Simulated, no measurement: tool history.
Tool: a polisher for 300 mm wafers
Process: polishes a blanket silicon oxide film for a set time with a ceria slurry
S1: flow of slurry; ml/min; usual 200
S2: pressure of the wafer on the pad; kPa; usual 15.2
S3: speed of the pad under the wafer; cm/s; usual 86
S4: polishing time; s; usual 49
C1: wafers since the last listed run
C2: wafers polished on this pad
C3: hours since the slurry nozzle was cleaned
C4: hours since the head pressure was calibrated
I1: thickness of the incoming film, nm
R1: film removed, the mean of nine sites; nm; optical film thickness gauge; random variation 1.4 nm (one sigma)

{"run": 1, "hour": 0.0, "S1": 200, "S2": 15.2, "S3": 86, "S4": 49, "C1": 0, "C2": 857, "C3": 389.0, "C4": 437.2, "I1": 1751.8, "R1": 148.9}
{"run": 2, "hour": 14.2, "S1": 200, "S2": 15.2, "S3": 86, "S4": 49, "C1": 152, "C2": 1010, "C3": 403.2, "C4": 451.4, "I1": 1756.7, "R1": 148.7}
{"run": 3, "hour": 46.2, "S1": 200, "S2": 15.2, "S3": 86, "S4": 49, "C1": 344, "C2": 1354, "C3": 435.2, "C4": 483.4, "I1": 1759.8, "R1": 146.9}
{"hour": 66.5, "done": "worn pad replaced by a new one"}
{"run": 4, "hour": 79.3, "S1": 200, "S2": 15.2, "S3": 86, "S4": 49, "C1": 313, "C2": 138, "C3": 468.3, "C4": 516.5, "I1": 1750.0, "R1": 147.9}
{"run": 5, "hour": 96.1, "S1": 220, "S2": 15.2, "S3": 86, "S4": 49, "C1": 180, "C2": 318, "C3": 485.1, "C4": 533.3, "I1": 1753.0, "R1": 149.3}
{"run": 6, "hour": 110.9, "S1": 220, "S2": 15.2, "S3": 86, "S4": 49, "C1": 159, "C2": 478, "C3": 499.9, "C4": 548.1, "I1": 1734.7, "R1": 147.7}
{"run": 7, "hour": 143.0, "S1": 220, "S2": 15.2, "S3": 86, "S4": 49, "C1": 345, "C2": 823, "C3": 532.0, "C4": 580.2, "I1": 1711.7, "R1": 149.4}
{"run": 8, "hour": 155.9, "S1": 200, "S2": 15.2, "S3": 86, "S4": 45, "C1": 138, "C2": 962, "C3": 544.9, "C4": 593.1, "I1": 1760.2, "R1": 134.9}
{"run": 9, "hour": 188.2, "S1": 200, "S2": 15.2, "S3": 86, "S4": 45, "C1": 347, "C2": 1309, "C3": 577.2, "C4": 625.4, "I1": 1747.2, "R1": 135.6}
{"run": 10, "hour": 216.4, "S1": 200, "S2": 15.2, "S3": 86, "S4": 45, "C1": 303, "C2": 1613, "C3": 605.4, "C4": 653.6, "I1": 1730.4, "R1": 137.5}
{"hour": 223.8, "done": "worn pad replaced by a new one"}
{"run": 11, "hour": 243.3, "S1": 200, "S2": 15.2, "S3": 86, "S4": 49, "C1": 246, "C2": 209, "C3": 632.3, "C4": 680.5, "I1": 1735.3, "R1": 151.7}
{"hour": 257.2, "done": "slurry nozzle cleaned"}
{"run": 12, "hour": 265.6, "S1": 200, "S2": 15.2, "S3": 86, "S4": 49, "C1": 229, "C2": 438, "C3": 8.4, "C4": 702.8, "I1": 1755.4, "R1": 149.8}
{"hour": 275.2, "done": "head pressure recalibrated"}
{"run": 13, "hour": 298.5, "S1": 200, "S2": 15.2, "S3": 86, "S4": 49, "C1": 332, "C2": 771, "C3": 41.3, "C4": 23.3, "I1": 1760.1, "R1": 139.8}
{"run": 14, "hour": 315.6, "S1": 200, "S2": 15.2, "S3": 86, "S4": 49, "C1": 183, "C2": 955, "C3": 58.4, "C4": 40.4, "I1": 1700.2, "R1": 146.2}
{"run": 15, "hour": 364.2, "S1": 200, "S2": 15.2, "S3": 86, "S4": 59, "C1": 522, "C2": 1478, "C3": 107.0, "C4": 89.0, "I1": 1736.8, "R1": 173.1}
{"hour": 369.5, "done": "worn pad replaced by a new one"}
{"run": 16, "hour": 382.8, "S1": 235, "S2": 16.5, "S3": 68, "S4": 49, "C1": 157, "C2": 143, "C3": 125.6, "C4": 107.6, "I1": 1729.5, "R1": 124.7}
{"run": 17, "hour": 401.1, "S1": 200, "S2": 15.2, "S3": 86, "S4": 49, "C1": 196, "C2": 339, "C3": 143.9, "C4": 125.9, "I1": 1707.5, "R1": 145.0}
{"run": 18, "hour": 434.9, "S1": 155, "S2": 15.2, "S3": 98, "S4": 49, "C1": 363, "C2": 703, "C3": 177.7, "C4": 159.7, "I1": 1713.9, "R1": 161.5}
{"run": 19, "hour": 459.8, "S1": 260, "S2": 15.2, "S3": 70, "S4": 58, "C1": 267, "C2": 971, "C3": 202.6, "C4": 184.6, "I1": 1750.8, "R1": 140.8}
{"run": 20, "hour": 477.0, "S1": 200, "S2": 15.2, "S3": 86, "S4": 49, "C1": 185, "C2": 1156, "C3": 219.8, "C4": 201.8, "I1": 1750.8, "R1": 145.6}
{"hour": 493.1, "done": "worn pad replaced by a new one"}
{"run": 21, "hour": 502.5, "S1": 160, "S2": 13.1, "S3": 64, "S4": 33, "C1": 231, "C2": 100, "C3": 245.3, "C4": 227.3, "I1": 1721.0, "R1": 61.0}
{"run": 22, "hour": 537.9, "S1": 260, "S2": 15.2, "S3": 86, "S4": 49, "C1": 380, "C2": 481, "C3": 280.7, "C4": 262.7, "I1": 1707.8, "R1": 150.1}
{"run": 23, "hour": 558.7, "S1": 200, "S2": 15.2, "S3": 86, "S4": 49, "C1": 223, "C2": 705, "C3": 301.5, "C4": 283.5, "I1": 1722.0, "R1": 146.8}
{"run": 24, "hour": 583.5, "S1": 175, "S2": 15.2, "S3": 86, "S4": 49, "C1": 266, "C2": 972, "C3": 326.3, "C4": 308.3, "I1": 1739.8, "R1": 141.3}
{"run": 25, "hour": 607.7, "S1": 200, "S2": 15.2, "S3": 86, "S4": 49, "C1": 260, "C2": 1232, "C3": 350.5, "C4": 332.5, "I1": 1741.4, "R1": 146.7}
{"run": 26, "hour": 624.0, "S1": 200, "S2": 15.2, "S3": 86, "S4": 49, "C1": 175, "C2": 1408, "C3": 366.8, "C4": 348.8, "I1": 1711.2, "R1": 148.4}
{"hour": 632.6, "done": "worn pad replaced by a new one"}
{"run": 27, "hour": 643.8, "S1": 225, "S2": 18.6, "S3": 86, "S4": 63, "C1": 169, "C2": 120, "C3": 386.6, "C4": 368.6, "I1": 1713.9, "R1": 233.8}
{"run": 28, "hour": 675.0, "S1": 200, "S2": 15.2, "S3": 86, "S4": 49, "C1": 335, "C2": 455, "C3": 417.8, "C4": 399.8, "I1": 1726.9, "R1": 144.6}
{"run": 29, "hour": 704.7, "S1": 200, "S2": 11.7, "S3": 112, "S4": 49, "C1": 319, "C2": 775, "C3": 447.5, "C4": 429.5, "I1": 1723.4, "R1": 146.5}

Forecast each of these 3 alternatives for the next run:
{"run": "A", "hour": 705.1, "S1": 200, "S2": 15.2, "S3": 86, "S4": 49, "C1": 4, "C2": 779, "C3": 447.9, "C4": 429.9, "I1": 1706.8, "R1": "?"}
{"run": "B", "hour": 705.1, "S1": 200, "S2": 15.2, "S3": 86, "S4": 64, "C1": 4, "C2": 779, "C3": 447.9, "C4": 429.9, "I1": 1706.8, "R1": "?"}
{"run": "C", "hour": 705.1, "S1": 200, "S2": 18.6, "S3": 86, "S4": 49, "C1": 4, "C2": 779, "C3": 447.9, "C4": 429.9, "I1": 1706.8, "R1": "?"}

run=A R1=146.4
run=B R1=191.2
run=C R1=179.7
Without the tool's hidden state the same runs would have given:
run=A R1=142.5
run=B R1=186.1
run=C R1=174.9
